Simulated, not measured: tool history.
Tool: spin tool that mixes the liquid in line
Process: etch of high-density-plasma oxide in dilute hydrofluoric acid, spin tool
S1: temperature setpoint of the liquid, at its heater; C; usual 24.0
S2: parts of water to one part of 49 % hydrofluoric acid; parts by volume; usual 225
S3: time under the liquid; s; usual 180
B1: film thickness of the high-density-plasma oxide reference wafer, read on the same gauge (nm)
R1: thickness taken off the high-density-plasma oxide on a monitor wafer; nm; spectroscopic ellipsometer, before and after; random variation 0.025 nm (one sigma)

run 1 hour=0.0 | S1=24.0 S2=225 S3=180 | B1=59.986 | R1=3.857
run 2 hour=83.3 | S1=24.0 S2=225 S3=180 | B1=59.982 | R1=3.813
run 3 hour=165.3 | S1=24.0 S2=225 S3=180 | B1=60.013 | R1=3.829
run 4 hour=270.1 | S1=24.0 S2=225 S3=180 | B1=60.004 | R1=3.885
run 5 hour=311.7 | S1=24.0 S2=225 S3=180 | B1=60.019 | R1=3.855
-- hour=316.1 gauge calibrated
run 6 hour=375.7 | S1=24.0 S2=225 S3=180 | B1=60.025 | R1=3.861
run 7 hour=427.5 | S1=24.0 S2=225 S3=180 | B1=59.998 | R1=3.898
run 8 hour=479.1 | S1=24.0 S2=225 S3=180 | B1=59.981 | R1=3.867
run 9 hour=563.2 | S1=24.0 S2=225 S3=180 | B1=59.974 | R1=3.885
run 10 hour=633.9 | S1=21.5 S2=260 S3=150 | B1=59.996 | R1=2.466
run 11 hour=686.8 | S1=24.0 S2=225 S3=180 | B1=59.988 | R1=3.905
run 12 hour=763.1 | S1=24.0 S2=225 S3=180 | B1=59.986 | R1=3.917
run 13 hour=861.5 | S1=26.5 S2=145 S3=230 | B1=60.002 | R1=9.280
run 14 hour=1148.4 | S1=24.0 S2=225 S3=180 | B1=60.009 | R1=3.920
run 15 hour=1193.3 | S1=20.0 S2=225 S3=180 | B1=59.988 | R1=3.417
run 16 hour=1297.0 | S1=20.5 S2=225 S3=150 | B1=60.007 | R1=2.914
run 17 hour=1606.2 | S1=20.0 S2=225 S3=180 | B1=59.998 | R1=3.448
-- hour=1636.1 thermometer replaced
run 18 hour=1665.1 | S1=19.0 S2=290 S3=180 | B1=60.007 | R1=2.344
-- hour=1689.8 hydrofluoric acid flow meter replaced
run 19 hour=1753.5 | S1=28.5 S2=320 S3=265 | B1=59.999 | R1=4.212
run 20 hour=1846.7 | S1=24.0 S2=225 S3=180 | B1=60.018 | R1=3.913
run 21 hour=1930.9 | S1=24.0 S2=315 S3=180 | B1=59.995 | R1=2.529
run 22 hour=1993.0 | S1=25.5 S2=285 S3=230 | B1=60.010 | R1=3.918
run 23 hour=2052.0 | S1=24.0 S2=225 S3=180 | B1=60.007 | R1=3.889
run 24 hour=2149.5 | S1=20.0 S2=170 S3=110 | B1=59.993 | R1=2.888
run 25 hour=2205.9 | S1=27.5 S2=285 S3=180 | B1=60.016 | R1=3.279
run 26 hour=2299.6 | S1=24.0 S2=225 S3=265 | B1=60.013 | R1=5.808
run 27 hour=2367.5 | S1=21.0 S2=225 S3=95 | B1=59.998 | R1=1.889
run 28 hour=2444.1 | S1=24.0 S2=225 S3=225 | B1=59.988 | R1=4.920
run 29 hour=2597.9 | S1=28.0 S2=225 S3=180 | B1=60.007 | R1=4.556
run 30 hour=2640.1 | S1=24.0 S2=225 S3=180 | B1=60.013 | R1=3.988
run 31 hour=2923.0 | S1=26.5 S2=125 S3=230 | B1=60.012 | R1=11.276

What the log doesn't show, run by run:
hydrofluoric acid flow below the setpoint (%): 0 in every run
gauge reads high (%): 0 in every run
H1: liquid hotter than its thermometer reads (K)
run=1 H1=0.104
run=2 H1=0.178
run=3 H1=0.25
run=4 H1=0.343
run=5 H1=0.379
run=6 H1=0.436
run=7 H1=0.482
run=8 H1=0.527
run=9 H1=0.601
run=10 H1=0.664
run=11 H1=0.711
run=12 H1=0.778
run=13 H1=0.865
run=14 H1=1.12
run=15 H1=1.16
run=16 H1=1.25
run=17 H1=1.52
run=18 H1=0.246
run=19 H1=0.324
run=20 H1=0.406
run=21 H1=0.481
run=22 H1=0.535
run=23 H1=0.588
run=24 H1=0.674
run=25 H1=0.723
run=26 H1=0.806
run=27 H1=0.866
run=28 H1=0.934
run=29 H1=1.07
run=30 H1=1.11
run=31 H1=1.36
